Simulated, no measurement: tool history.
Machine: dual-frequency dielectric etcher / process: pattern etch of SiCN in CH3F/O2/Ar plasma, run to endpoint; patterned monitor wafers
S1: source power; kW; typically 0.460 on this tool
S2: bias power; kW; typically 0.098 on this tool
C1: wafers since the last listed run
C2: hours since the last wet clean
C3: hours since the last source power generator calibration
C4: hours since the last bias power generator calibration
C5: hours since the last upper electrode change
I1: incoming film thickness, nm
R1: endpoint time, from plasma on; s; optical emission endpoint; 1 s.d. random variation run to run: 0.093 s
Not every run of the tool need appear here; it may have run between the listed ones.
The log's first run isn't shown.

run	hour	S1	S2	C1	C2	C3	C4	C5	I1	R1
2	18.0	0.430	0.098	245	154.3	1356.8	2678.7	3181.4	13.18	32.0
3	33.7	0.460	0.098	214	170.0	1372.5	2694.4	3197.1	13.13	31.1
4	43.2	0.460	0.082	129	179.5	1382.0	2703.9	3206.6	13.06	32.5
5	57.7	0.460	0.098	197	194.0	1396.5	2718.4	3221.1	13.18	31.4
6	69.2	0.460	0.098	156	205.5	1408.0	2729.9	3232.6	13.25	31.7
7	83.5	0.460	0.098	194	219.8	1422.3	2744.2	3246.9	13.16	31.4
8	89.5	0.460	0.098	81	225.8	1428.3	2750.2	3252.9	13.21	31.5
9	102.3	0.460	0.098	174	238.6	1441.1	2763.0	3265.7	13.21	31.6
10	116.7	0.460	0.098	196	253.0	1455.5	2777.4	3280.1	13.12	31.4
# hour 144.1: upper electrode replaced
11	144.6	0.460	0.098	53	280.9	1483.4	2805.3	0.5	13.13	31.6
12	145.0	0.520	0.098	5	281.3	1483.8	2805.7	0.9	13.25	30.3
13	153.5	0.520	0.098	115	289.8	1492.3	2814.2	9.4	13.19	30.2
14	167.2	0.540	0.114	186	303.5	1506.0	2827.9	23.1	13.23	28.8
15	185.1	0.540	0.114	244	321.4	1523.9	2845.8	41.0	13.27	28.8
# hour 200.8: source power generator calibrated
16	201.3	0.540	0.079	166	337.6	0.5	2862.0	57.2	13.15	31.3
17	210.8	0.460	0.098	129	347.1	10.0	2871.5	66.7	13.15	31.7
18	221.5	0.460	0.098	145	357.8	20.7	2882.2	77.4	13.15	31.5

Run 19 comes next. What will it give?
19	264.5	0.460	0.077	586	400.8	63.7	2925.2	120.4	13.19	?

Run 19 yielded R1 33.7 s.
If the tool had no hidden condition, the same run with the same run-to-run variation would have returned R1 32.9 s.

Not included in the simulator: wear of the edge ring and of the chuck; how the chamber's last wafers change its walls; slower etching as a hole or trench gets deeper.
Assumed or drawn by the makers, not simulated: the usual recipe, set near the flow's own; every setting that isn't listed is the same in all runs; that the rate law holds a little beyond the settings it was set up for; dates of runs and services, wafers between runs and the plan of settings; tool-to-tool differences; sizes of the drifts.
